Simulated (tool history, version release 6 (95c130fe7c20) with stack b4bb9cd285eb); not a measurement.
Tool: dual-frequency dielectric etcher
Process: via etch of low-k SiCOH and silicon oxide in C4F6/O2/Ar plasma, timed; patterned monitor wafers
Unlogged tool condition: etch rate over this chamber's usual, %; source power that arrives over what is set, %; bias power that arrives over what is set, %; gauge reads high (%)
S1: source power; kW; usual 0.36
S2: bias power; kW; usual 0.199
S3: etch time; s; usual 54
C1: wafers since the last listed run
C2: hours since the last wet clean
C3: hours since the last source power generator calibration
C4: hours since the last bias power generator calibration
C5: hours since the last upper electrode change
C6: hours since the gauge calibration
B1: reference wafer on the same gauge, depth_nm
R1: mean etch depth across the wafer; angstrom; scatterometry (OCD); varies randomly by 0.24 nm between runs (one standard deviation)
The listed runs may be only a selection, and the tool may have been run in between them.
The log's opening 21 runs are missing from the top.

{"run": 22, "hour": 344.4, "S1": 0.41, "S2": 0.216, "S3": 44.5, "C1": 150, "C2": 192.2, "C3": 74.2, "C4": 201.2, "C5": 165.8, "C6": 163.3, "B1": 138, "R1": 1437}
{"run": 23, "hour": 385.1, "S1": 0.41, "S2": 0.238, "S3": 59.5, "C1": 442, "C2": 232.9, "C3": 114.9, "C4": 241.9, "C5": 206.5, "C6": 204, "B1": 138, "R1": 1992}
{"run": 24, "hour": 398.7, "S1": 0.36, "S2": 0.199, "S3": 54, "C1": 147, "C2": 246.5, "C3": 128.5, "C4": 255.5, "C5": 220.1, "C6": 217.6, "B1": 138, "R1": 1616}
{"run": 25, "hour": 414.9, "S1": 0.36, "S2": 0.199, "S3": 54, "C1": 176, "C2": 262.7, "C3": 144.7, "C4": 271.7, "C5": 236.3, "C6": 233.8, "B1": 137.9, "R1": 1608}
{"run": 26, "hour": 424.9, "S1": 0.36, "S2": 0.199, "S3": 54, "C1": 108, "C2": 272.7, "C3": 154.7, "C4": 281.7, "C5": 246.3, "C6": 243.8, "B1": 138, "R1": 1607}
{"run": 27, "hour": 432.1, "S1": 0.36, "S2": 0.199, "S3": 54, "C1": 78, "C2": 279.9, "C3": 161.9, "C4": 288.9, "C5": 253.5, "C6": 251, "B1": 138, "R1": 1612}
{"run": 28, "hour": 443.2, "S1": 0.36, "S2": 0.168, "S3": 66, "C1": 120, "C2": 291, "C3": 173, "C4": 300, "C5": 264.6, "C6": 262.1, "B1": 138, "R1": 1830}
{"run": 29, "hour": 457.1, "S1": 0.29, "S2": 0.158, "S3": 54, "C1": 151, "C2": 304.9, "C3": 186.9, "C4": 313.9, "C5": 278.5, "C6": 276, "B1": 137.9, "R1": 1364}
{"run": 30, "hour": 463.5, "S1": 0.3, "S2": 0.185, "S3": 68.5, "C1": 69, "C2": 311.3, "C3": 193.3, "C4": 320.3, "C5": 284.9, "C6": 282.4, "B1": 138, "R1": 1867}

4 options for the next run, each taken on its own from the tool as it stands now. Forecast them:
{"run": "A", "hour": 463.9, "S1": 0.36, "S2": 0.199, "S3": 54, "C1": 4, "C2": 311.7, "C3": 193.7, "C4": 320.7, "C5": 285.3, "C6": 282.8, "B1": "?", "R1": "?"}
{"run": "B", "hour": 463.9, "S1": 0.43, "S2": 0.17, "S3": 66.5, "C1": 4, "C2": 311.7, "C3": 193.7, "C4": 320.7, "C5": 285.3, "C6": 282.8, "B1": "?", "R1": "?"}
{"run": "C", "hour": 463.9, "S1": 0.4, "S2": 0.18, "S3": 54, "C1": 4, "C2": 311.7, "C3": 193.7, "C4": 320.7, "C5": 285.3, "C6": 282.8, "B1": "?", "R1": "?"}
{"run": "D", "hour": 463.9, "S1": 0.36, "S2": 0.156, "S3": 47, "C1": 4, "C2": 311.7, "C3": 193.7, "C4": 320.7, "C5": 285.3, "C6": 282.8, "B1": "?", "R1": "?"}

run=A B1=138 R1=1605
run=B B1=138 R1=1953
run=C B1=138 R1=1588
run=D B1=138 R1=1258
With no hidden state in the tool, these same runs would have given:
run=A R1=1629
run=B R1=1983
run=C R1=1612
run=D R1=1277
